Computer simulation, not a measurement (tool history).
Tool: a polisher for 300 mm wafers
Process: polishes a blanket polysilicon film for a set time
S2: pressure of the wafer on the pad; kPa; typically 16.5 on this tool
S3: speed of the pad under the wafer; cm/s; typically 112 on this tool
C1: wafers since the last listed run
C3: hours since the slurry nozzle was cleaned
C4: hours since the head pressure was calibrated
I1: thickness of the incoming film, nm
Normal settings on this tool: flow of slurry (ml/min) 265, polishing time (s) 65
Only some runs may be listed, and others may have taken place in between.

Run 1, hour 0.0: usual settings but S3 86 cm/s; C1 0; wafers polished on this pad 289; C3 237.4; C4 88.5; I1 1857.4. Result: film removed (nm) 374.6.
Run 2, hour 92.7: usual settings but S3 86 cm/s; C1 655; wafers polished on this pad 944; C3 330.1; C4 181.2; I1 1890.4. Result: film removed (nm) 359.2.
Run 3, hour 143.5: usual settings; C1 359; wafers polished on this pad 1303; C3 380.9; C4 232.0; I1 1843.2. Result: film removed (nm) 473.0.
At hour 235.5: worn pad replaced by a new one.
Run 4, hour 247.9: usual settings; C1 709; wafers polished on this pad 87; C3 485.3; C4 336.4; I1 1853.6. Result: film removed (nm) 463.7.
Run 5, hour 334.0: usual settings but S2 14.5 kPa, S3 142 cm/s; C1 608; wafers polished on this pad 696; C3 571.4; C4 422.5; I1 1895.9. Result: film removed (nm) 518.1.
At hour 362.1: head pressure recalibrated.
At hour 469.5: worn pad replaced by a new one.
At hour 550.7: slurry nozzle cleaned.
Run 6, hour 655.9: usual settings but flow of slurry (ml/min) 240; C1 2225; wafers polished on this pad 1310; C3 105.2; C4 293.8; I1 1862.1. Result: film removed (nm) 467.3.
At hour 704.4: worn pad replaced by a new one.
Run 7, hour 753.0: usual settings but flow of slurry (ml/min) 240; C1 658; wafers polished on this pad 343; C3 202.3; C4 390.9; I1 1872.6. Result: film removed (nm) 467.6.
Run 8, hour 837.3: usual settings but polishing time (s) 84; C1 595; wafers polished on this pad 939; C3 286.6; C4 475.2; I1 1861.6. Result: film removed (nm) 593.3.
At hour 859.0: head pressure recalibrated.
Run 9, hour 874.5: usual settings; C1 248; wafers polished on this pad 1188; C3 323.8; C4 15.5; I1 1876.1. Result: film removed (nm) 489.8.
At hour 950.5: worn pad replaced by a new one.
Run 10, hour 952.4: usual settings but flow of slurry (ml/min) 240, S2 19.3 kPa; C1 522; wafers polished on this pad 13; C3 401.7; C4 93.4; I1 1868.2. Result: film removed (nm) 567.1.
Run 11, hour 1051.0: usual settings but flow of slurry (ml/min) 230, S3 102 cm/s, polishing time (s) 78; C1 696; wafers polished on this pad 710; C3 500.3; C4 192.0; I1 1903.5. Result: film removed (nm) 509.7.
Run 12, hour 1109.1: usual settings but flow of slurry (ml/min) 230, S3 102 cm/s, polishing time (s) 78; C1 410; wafers polished on this pad 1121; C3 558.4; C4 250.1; I1 1860.3. Result: film removed (nm) 516.3.
At hour 1155.2: slurry nozzle cleaned.
At hour 1193.2: worn pad replaced by a new one.
Run 13, hour 1211.7: usual settings but S2 14.5 kPa, S3 124 cm/s; C1 689; wafers polished on this pad 130; C3 56.5; C4 352.7; I1 1856.7. Result: film removed (nm) 450.2.
Run 14, hour 1282.9: usual settings but S2 13.1 kPa, polishing time (s) 46; C1 503; wafers polished on this pad 634; C3 127.7; C4 423.9; I1 1891.8. Result: film removed (nm) 258.5.
At hour 1299.1: head pressure recalibrated.
Run 15, hour 1363.8: usual settings but S2 12.4 kPa, S3 126 cm/s; C1 557; wafers polished on this pad 1191; C3 208.6; C4 64.7; I1 1856.6. Result: film removed (nm) 419.2.

4 ways to go on from here, each from the tool as it stands after run 15. What would each give?
Run A, hour 1364.2: usual settings; C1 2; wafers polished on this pad 1194; C3 209.0; C4 65.1; I1 1843.5. Result: film removed (nm) ?.
Run B, hour 1364.2: usual settings but flow of slurry (ml/min) 310, S2 20.0 kPa, S3 140 cm/s, polishing time (s) 81; C1 2; wafers polished on this pad 1194; C3 209.0; C4 65.1; I1 1843.5. Result: film removed (nm) ?.
Run C, hour 1364.2: usual settings but flow of slurry (ml/min) 200, polishing time (s) 72; C1 2; wafers polished on this pad 1194; C3 209.0; C4 65.1; I1 1843.5. Result: film removed (nm) ?.
Run D, hour 1364.2: usual settings but flow of slurry (ml/min) 295, S2 20.0 kPa; C1 2; wafers polished on this pad 1194; C3 209.0; C4 65.1; I1 1843.5. Result: film removed (nm) ?.

run  film removed (nm)
  A              494.5
  B              944.0
  C              531.5
  D              603.5
Take away the tool's hidden state, keep each run's random variation, and the runs would have read:
run  film removed (nm)
  A              502.2
  B              958.7
  C              539.7
  D              612.8
